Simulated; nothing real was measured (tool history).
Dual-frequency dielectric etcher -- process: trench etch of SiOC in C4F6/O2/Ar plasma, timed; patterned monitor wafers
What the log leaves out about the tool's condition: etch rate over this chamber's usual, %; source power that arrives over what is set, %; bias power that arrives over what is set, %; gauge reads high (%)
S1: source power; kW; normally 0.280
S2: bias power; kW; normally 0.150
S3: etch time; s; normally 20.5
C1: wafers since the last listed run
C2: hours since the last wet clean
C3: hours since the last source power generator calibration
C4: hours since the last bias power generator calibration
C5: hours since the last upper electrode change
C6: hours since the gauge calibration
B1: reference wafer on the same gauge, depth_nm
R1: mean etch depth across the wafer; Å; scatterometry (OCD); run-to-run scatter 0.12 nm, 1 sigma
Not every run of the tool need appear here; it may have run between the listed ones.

| run | hour | S1 | S2 | S3 | C1 | C2 | C3 | C4 | C5 | C6 | B1 | R1 |
|---|---|---|---|---|---|---|---|---|---|---|---|---|
| 1 | 0.0 | 0.290 | 0.158 | 20.5 | 0 | 677.4 | 11.9 | 3019.0 | 3077.0 | 3435.5 | 38.09 | 364.6 |
| 2 | 76.3 | 0.290 | 0.158 | 20.5 | 1270 | 753.7 | 88.2 | 3095.3 | 3153.3 | 3511.8 | 38.10 | 364.4 |
|  | 143.0 | wet clean of the chamber |
| 3 | 143.5 | 0.280 | 0.176 | 20.5 | 719 | 0.5 | 155.4 | 3162.5 | 3220.5 | 3579.0 | 38.13 | 379.8 |
| 4 | 223.4 | 0.320 | 0.167 | 17.5 | 1330 | 80.4 | 235.3 | 3242.4 | 3300.4 | 3658.9 | 38.10 | 334.5 |
| 5 | 291.5 | 0.240 | 0.150 | 25.0 | 1134 | 148.5 | 303.4 | 3310.5 | 3368.5 | 3727.0 | 38.10 | 415.8 |
| 6 | 362.1 | 0.280 | 0.171 | 23.0 | 1175 | 219.1 | 374.0 | 3381.1 | 3439.1 | 3797.6 | 38.11 | 419.4 |
| 7 | 417.0 | 0.240 | 0.150 | 20.5 | 914 | 274.0 | 428.9 | 3436.0 | 3494.0 | 3852.5 | 38.10 | 341.5 |
|  | 444.7 | gauge calibrated |
|  | 509.5 | upper electrode replaced, of another model than before |
| 8 | 510.0 | 0.280 | 0.150 | 20.5 | 1149 | 367.0 | 521.9 | 3529.0 | 0.5 | 65.3 | 38.12 | 358.7 |
| 9 | 556.1 | 0.280 | 0.127 | 20.5 | 767 | 413.1 | 568.0 | 3575.1 | 46.6 | 111.4 | 38.09 | 351.0 |
| 10 | 644.9 | 0.280 | 0.150 | 20.5 | 1478 | 501.9 | 656.8 | 3663.9 | 135.4 | 200.2 | 38.10 | 360.5 |
|  | 708.3 | bias power generator calibrated |
| 11 | 734.8 | 0.320 | 0.167 | 17.5 | 1430 | 591.8 | 746.7 | 26.5 | 225.3 | 290.1 | 38.05 | 334.7 |
| 12 | 794.0 | 0.310 | 0.170 | 23.5 | 985 | 651.0 | 805.9 | 85.7 | 284.5 | 349.3 | 38.08 | 442.4 |
| 13 | 849.2 | 0.280 | 0.124 | 20.5 | 919 | 706.2 | 861.1 | 140.9 | 339.7 | 404.5 | 38.07 | 345.6 |
|  | 909.0 | wet clean of the chamber |
| 14 | 942.3 | 0.340 | 0.150 | 20.5 | 1150 | 33.3 | 954.2 | 234.0 | 432.8 | 497.6 | 38.09 | 406.9 |
| 15 | 1042.9 | 0.280 | 0.150 | 20.5 | 1675 | 133.9 | 1054.8 | 334.6 | 533.4 | 598.2 | 38.07 | 364.1 |
| 16 | 1117.8 | 0.320 | 0.150 | 20.5 | 1247 | 208.8 | 1129.7 | 409.5 | 608.3 | 673.1 | 38.07 | 391.8 |
| 17 | 1201.3 | 0.340 | 0.116 | 15.5 | 1390 | 292.3 | 1213.2 | 493.0 | 691.8 | 756.6 | 38.07 | 296.5 |
| 18 | 1271.0 | 0.320 | 0.163 | 20.5 | 1160 | 362.0 | 1282.9 | 562.7 | 761.5 | 826.3 | 38.06 | 393.4 |
| 19 | 1320.2 | 0.280 | 0.135 | 25.0 | 819 | 411.2 | 1332.1 | 611.9 | 810.7 | 875.5 | 38.10 | 432.0 |
| 20 | 1396.4 | 0.280 | 0.150 | 20.5 | 1268 | 487.4 | 1408.3 | 688.1 | 886.9 | 951.7 | 38.11 | 359.8 |
| 21 | 1480.9 | 0.280 | 0.150 | 20.5 | 1407 | 571.9 | 1492.8 | 772.6 | 971.4 | 1036.2 | 38.08 | 357.0 |
| 22 | 1575.9 | 0.250 | 0.150 | 20.5 | 1582 | 666.9 | 1587.8 | 867.6 | 1066.4 | 1131.2 | 38.11 | 333.6 |
|  | 1654.7 | wet clean of the chamber |
| 23 | 1671.0 | 0.260 | 0.150 | 20.5 | 1184 | 16.3 | 1682.9 | 962.7 | 1161.5 | 1226.3 | 38.08 | 350.7 |
| 24 | 1752.2 | 0.300 | 0.115 | 17.5 | 1352 | 97.5 | 1764.1 | 1043.9 | 1242.7 | 1307.5 | 38.06 | 312.7 |
| 25 | 1803.1 | 0.280 | 0.150 | 20.5 | 847 | 148.4 | 1815.0 | 1094.8 | 1293.6 | 1358.4 | 38.15 | 364.4 |
| 26 | 1842.1 | 0.280 | 0.150 | 20.5 | 649 | 187.4 | 1854.0 | 1133.8 | 1332.6 | 1397.4 | 38.11 | 364.0 |
| 27 | 1934.4 | 0.280 | 0.150 | 15.5 | 1537 | 279.7 | 1946.3 | 1226.1 | 1424.9 | 1489.7 | 38.13 | 274.6 |
| 28 | 1978.2 | 0.280 | 0.160 | 20.5 | 729 | 323.5 | 1990.1 | 1269.9 | 1468.7 | 1533.5 | 38.08 | 367.4 |

Branching from run 28: 5 alternative next runs. What would each branch give?
| A | 1978.6 | 0.280 | 0.180 | 20.5 | 6 | 323.9 | 1990.5 | 1270.3 | 1469.1 | 1533.9 | ? | ? |
| B | 1978.6 | 0.320 | 0.135 | 20.5 | 6 | 323.9 | 1990.5 | 1270.3 | 1469.1 | 1533.9 | ? | ? |
| C | 1978.6 | 0.280 | 0.187 | 24.5 | 6 | 323.9 | 1990.5 | 1270.3 | 1469.1 | 1533.9 | ? | ? |
| D | 1978.6 | 0.340 | 0.150 | 23.5 | 6 | 323.9 | 1990.5 | 1270.3 | 1469.1 | 1533.9 | ? | ? |
| E | 1978.6 | 0.310 | 0.182 | 19.0 | 6 | 323.9 | 1990.5 | 1270.3 | 1469.1 | 1533.9 | ? | ? |

| run | B1 | R1 |
|---|---|---|
| A | 38.07 | 371.3 |
| B | 38.07 | 384.8 |
| C | 38.07 | 446.6 |
| D | 38.07 | 463.0 |
| E | 38.07 | 366.0 |
Take away the tool's hidden state, keep each run's random variation, and the runs would have read:
| run | R1 |
|---|---|
| A | 373.4 |
| B | 386.9 |
| C | 449.1 |
| D | 465.6 |
| E | 368.0 |
